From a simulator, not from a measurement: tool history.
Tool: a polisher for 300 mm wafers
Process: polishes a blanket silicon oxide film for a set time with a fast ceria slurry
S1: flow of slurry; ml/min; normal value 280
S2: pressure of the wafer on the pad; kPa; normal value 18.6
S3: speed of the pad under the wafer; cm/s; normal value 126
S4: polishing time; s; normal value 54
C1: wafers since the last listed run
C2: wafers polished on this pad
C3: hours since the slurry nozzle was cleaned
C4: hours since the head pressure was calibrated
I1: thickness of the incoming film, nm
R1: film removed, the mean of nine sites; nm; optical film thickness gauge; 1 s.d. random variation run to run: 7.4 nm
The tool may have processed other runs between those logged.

run,day,S1,S2,S3,S4,C1,C2,C3,C4,I1,R1
1,0.000,280,18.6,126,54,0,828,90.1,1256.2,3867.8,718.8
2,0.262,280,18.6,126,54,41,869,96.4,1262.5,3915.5,718.0
3,0.850,280,18.6,126,54,92,962,110.5,1276.6,3976.0,710.9
4,1.204,280,18.6,126,54,56,1018,119.0,1285.1,3852.8,709.2
# day 1.638: worn pad replaced by a new one
5,1.858,280,18.6,126,54,77,35,134.7,1300.8,3914.9,771.8
6,2.338,280,18.6,126,59,75,111,146.2,1312.3,3853.9,821.5
7,2.825,235,18.6,154,54,77,188,157.9,1324.0,3896.4,903.8
8,3.329,235,18.6,154,54,79,268,170.0,1336.1,3914.8,882.2
9,5.254,280,18.6,126,54,304,572,216.2,1382.3,3873.3,710.3
10,5.967,280,18.6,126,54,112,685,233.3,1399.4,3906.6,711.0
11,6.588,280,18.6,126,54,98,783,248.2,1414.3,3874.2,711.4
12,7.246,280,18.6,126,54,104,887,264.0,1430.1,3916.4,704.4
13,7.704,280,18.6,126,54,72,960,275.0,1441.1,3845.4,707.8
14,8.238,280,18.6,126,54,84,1044,287.8,1453.9,3955.8,708.8
# day 8.608: worn pad replaced by a new one
15,8.629,280,18.6,112,54,35,3,297.2,1463.3,3928.0,681.4
16,9.004,280,18.6,126,44,59,62,306.2,1472.3,3965.0,615.7
17,9.304,280,18.6,126,44,47,109,313.4,1479.5,3930.8,608.4
# day 9.612: head pressure recalibrated
18,10.200,280,18.6,108,54,128,238,334.9,14.1,3938.3,705.0
19,10.558,195,16.5,138,61,56,295,343.5,22.7,3853.5,844.9
# day 11.183: slurry nozzle cleaned
20,11.250,280,18.6,126,54,102,398,1.6,39.3,3980.9,808.0
21,11.621,280,18.6,126,39,58,456,10.5,48.2,3906.1,580.2
22,12.075,220,22.8,126,54,71,528,21.4,59.1,3964.1,944.4
23,12.438,280,18.6,126,54,57,585,30.1,67.8,3915.4,796.3
24,13.096,280,18.6,126,54,104,690,45.9,83.6,3981.1,802.5
25,13.417,280,18.6,126,59,50,740,53.6,91.3,3946.0,863.4
26,13.875,220,22.8,100,63,72,813,64.6,102.3,3855.2,856.3
27,14.300,280,18.6,112,54,67,880,74.8,112.5,3934.5,703.0
# day 14.654: worn pad replaced by a new one
28,14.796,280,18.6,126,54,52,22,86.7,124.4,3964.4,841.2
29,15.425,215,22.1,168,68,99,121,101.8,139.5,3925.4,1566.9
30,16.012,280,18.6,126,54,92,214,115.9,153.6,3861.3,812.0
31,16.554,280,18.6,144,67,85,300,128.9,166.6,3945.6,1127.5
32,17.104,350,16.5,100,46,87,387,142.1,179.8,3891.6,485.6
33,17.754,280,18.6,126,38,102,490,157.7,195.4,3885.6,553.5
34,18.454,280,18.6,100,63,110,601,174.5,212.2,3894.9,726.3

Selected run-to-run steps in R1, each split into two signed amounts: the part the tool would show with no hidden state at all (from settings, incoming material and random variation), and the remainder, which goes to the hidden state together with any gauge scatter not common to the measured and the hidden-state-free results:
The tool's hidden condition here consists of: removal rate lost through wear of the pad, %; slurry flow missing at the pad, %; deviation of the head's pressure from its setpoint, %.
Run 4 -> 5: worn pad replaced by a new one. R1 +62.6 nm: hidden state +61.7, all else +0.9.
Run 14 -> 15: S3 126 -> 112, worn pad replaced by a new one. R1 -27.4 nm: hidden state +71.2, all else -98.6.
Run 17 -> 18: S3 126 -> 108, S4 44 -> 54, head pressure recalibrated. R1 +96.6 nm: hidden state +59.6, all else +37.0.
Run 28 -> 29: S1 280 -> 215, S2 18.6 -> 22.1, S3 126 -> 168, S4 54 -> 68. R1 +725.7 nm: hidden state -56.1, all else +781.8.
Run 29 -> 30: S1 215 -> 280, S2 22.1 -> 18.6, S3 168 -> 126, S4 68 -> 54. R1 -754.9 nm: hidden state +25.7, all else -780.6.
Run 31 -> 32: S1 280 -> 350, S2 18.6 -> 16.5, S3 144 -> 100, S4 67 -> 46. R1 -641.9 nm: hidden state +46.8, all else -688.7.

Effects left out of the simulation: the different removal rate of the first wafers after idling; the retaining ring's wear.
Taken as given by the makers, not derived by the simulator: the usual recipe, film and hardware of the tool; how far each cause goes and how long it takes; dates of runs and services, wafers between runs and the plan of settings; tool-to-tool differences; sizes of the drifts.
